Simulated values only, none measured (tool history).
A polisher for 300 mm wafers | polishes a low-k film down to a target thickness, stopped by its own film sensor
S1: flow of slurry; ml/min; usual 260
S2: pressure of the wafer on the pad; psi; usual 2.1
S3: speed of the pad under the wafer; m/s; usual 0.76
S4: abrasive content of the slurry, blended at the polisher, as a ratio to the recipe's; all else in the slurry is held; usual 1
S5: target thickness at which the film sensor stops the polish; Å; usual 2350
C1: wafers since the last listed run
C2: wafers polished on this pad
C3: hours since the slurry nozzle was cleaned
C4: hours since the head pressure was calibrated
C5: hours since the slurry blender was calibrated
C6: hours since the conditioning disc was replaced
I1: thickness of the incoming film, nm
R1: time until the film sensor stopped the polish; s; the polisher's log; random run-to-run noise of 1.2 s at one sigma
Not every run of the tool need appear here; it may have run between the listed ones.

| run | hour | S1 | S2 | S3 | S4 | S5 | C1 | C2 | C3 | C4 | C5 | C6 | I1 | R1 |
|---|---|---|---|---|---|---|---|---|---|---|---|---|---|---|
| 1 | 0 | 260 | 2.1 | 0.76 | 1 | 2350 | 0 | 839 | 344.7 | 61.1 | 119.8 | 404.1 | 270.5 | 121 |
|  | 25.5 | conditioning disc replaced and pad reconditioned |
| 2 | 29.9 | 260 | 2.1 | 0.76 | 1 | 2350 | 165 | 1005 | 374.6 | 91 | 149.7 | 4.4 | 267.9 | 112.5 |
| 3 | 60.2 | 180 | 2.1 | 0.76 | 1 | 2350 | 179 | 1185 | 404.9 | 121.3 | 180 | 34.7 | 268.3 | 124 |
|  | 67.9 | worn pad replaced by a new one |
| 4 | 84.6 | 260 | 2.1 | 0.76 | 1 | 2350 | 121 | 99 | 429.3 | 145.7 | 204.4 | 59.1 | 275.3 | 140.7 |
| 5 | 99.2 | 320 | 1.7 | 0.76 | 1 | 2350 | 86 | 185 | 443.9 | 160.3 | 219 | 73.7 | 268.9 | 143.4 |
|  | 111.3 | slurry nozzle cleaned |
| 6 | 131.2 | 180 | 2.1 | 0.94 | 1 | 2350 | 184 | 369 | 19.9 | 192.3 | 251 | 105.7 | 269.4 | 101.1 |
| 7 | 147.1 | 195 | 1.8 | 0.76 | 1 | 2390 | 94 | 464 | 35.8 | 208.2 | 266.9 | 121.6 | 265.7 | 109.4 |
|  | 163.8 | slurry blender recalibrated |
| 8 | 182.4 | 260 | 2.1 | 0.9 | 1 | 2240 | 197 | 662 | 71.1 | 243.5 | 18.6 | 156.9 | 271.2 | 136.4 |
| 9 | 204.5 | 260 | 2.1 | 0.76 | 1 | 2350 | 131 | 793 | 93.2 | 265.6 | 40.7 | 179 | 274.2 | 130 |
| 10 | 217 | 260 | 2.1 | 0.76 | 1 | 2350 | 74 | 867 | 105.7 | 278.1 | 53.2 | 191.5 | 270.1 | 117.8 |
| 11 | 235.3 | 315 | 1.7 | 0.76 | 1 | 2420 | 108 | 976 | 124 | 296.4 | 71.5 | 209.8 | 271.5 | 118.6 |
| 12 | 257.8 | 325 | 2.1 | 0.5 | 0.85 | 2390 | 133 | 1109 | 146.5 | 318.9 | 94 | 232.3 | 268.1 | 140.5 |
| 13 | 274 | 260 | 2.8 | 0.76 | 0.75 | 2400 | 96 | 1205 | 162.7 | 335.1 | 110.2 | 248.5 | 268.1 | 77.3 |
| 14 | 297.5 | 260 | 1.8 | 0.76 | 1 | 2350 | 139 | 1345 | 186.2 | 358.6 | 133.7 | 272 | 269 | 134.7 |
|  | 303.8 | worn pad replaced by a new one |
| 15 | 333 | 260 | 2.1 | 0.76 | 0.85 | 2350 | 186 | 173 | 221.7 | 394.1 | 169.2 | 307.5 | 271.1 | 126.6 |
| 16 | 357.6 | 195 | 2.1 | 0.76 | 1 | 2350 | 146 | 319 | 246.3 | 418.7 | 193.8 | 332.1 | 266.9 | 113 |
| 17 | 389.9 | 195 | 1.8 | 0.76 | 1 | 2390 | 191 | 510 | 278.6 | 451 | 226.1 | 364.4 | 266.1 | 111.8 |
| 18 | 423.8 | 260 | 2.1 | 0.76 | 1 | 2350 | 201 | 712 | 312.5 | 484.9 | 260 | 398.3 | 270.7 | 122.2 |
|  | 437.5 | slurry blender recalibrated |
| 19 | 438 | 260 | 2.1 | 0.76 | 1 | 2350 | 72 | 784 | 326.7 | 499.1 | 0.5 | 412.5 | 267.9 | 109 |
| 20 | 459.8 | 260 | 2.1 | 0.76 | 1 | 2350 | 129 | 913 | 348.5 | 520.9 | 22.3 | 434.3 | 269.8 | 119.6 |
|  | 479.1 | conditioning disc replaced and pad reconditioned |
| 21 | 485.9 | 260 | 2.1 | 0.76 | 1 | 2320 | 143 | 1056 | 374.6 | 547 | 48.4 | 6.8 | 267.5 | 121.2 |
|  | 500.1 | worn pad replaced by a new one |
| 22 | 500.6 | 260 | 2.1 | 0.76 | 1 | 2250 | 63 | 3 | 389.3 | 561.7 | 63.1 | 21.5 | 269.6 | 152.5 |
| 23 | 513.5 | 225 | 2.1 | 0.66 | 1 | 2380 | 76 | 79 | 402.2 | 574.6 | 76 | 34.4 | 270.7 | 128.4 |
| 24 | 529.7 | 335 | 2.1 | 0.9 | 0.85 | 2240 | 96 | 175 | 418.4 | 590.8 | 92.2 | 50.6 | 271.8 | 145.8 |
| 25 | 549.9 | 260 | 1.8 | 0.58 | 1 | 2350 | 119 | 295 | 438.6 | 611 | 112.4 | 70.8 | 268.3 | 170.6 |
| 26 | 562.1 | 180 | 2.1 | 0.5 | 1 | 2350 | 72 | 368 | 450.8 | 623.2 | 124.6 | 83 | 268.2 | 171.5 |

Branching from run 26: 4 alternative next runs. What would each branch give?
| A | 562.6 | 260 | 1.5 | 0.76 | 1 | 2350 | 2 | 371 | 451.3 | 623.7 | 125.1 | 83.5 | 267.6 | ? |
| B | 562.6 | 260 | 2.1 | 0.76 | 0.75 | 2350 | 2 | 371 | 451.3 | 623.7 | 125.1 | 83.5 | 267.6 | ? |
| C | 562.6 | 230 | 2.1 | 0.76 | 1.2 | 2350 | 2 | 371 | 451.3 | 623.7 | 125.1 | 83.5 | 267.6 | ? |
| D | 562.6 | 260 | 2.7 | 0.88 | 1 | 2350 | 2 | 371 | 451.3 | 623.7 | 125.1 | 83.5 | 267.6 | ? |

| run | R1 |
|---|---|
| A | 158 |
| B | 123 |
| C | 109.2 |
| D | 78.1 |
Take away the tool's hidden state, keep each run's random variation, and the runs would have read:
| run | R1 |
|---|---|
| A | 151.2 |
| B | 117.7 |
| C | 103.8 |
| D | 74.7 |
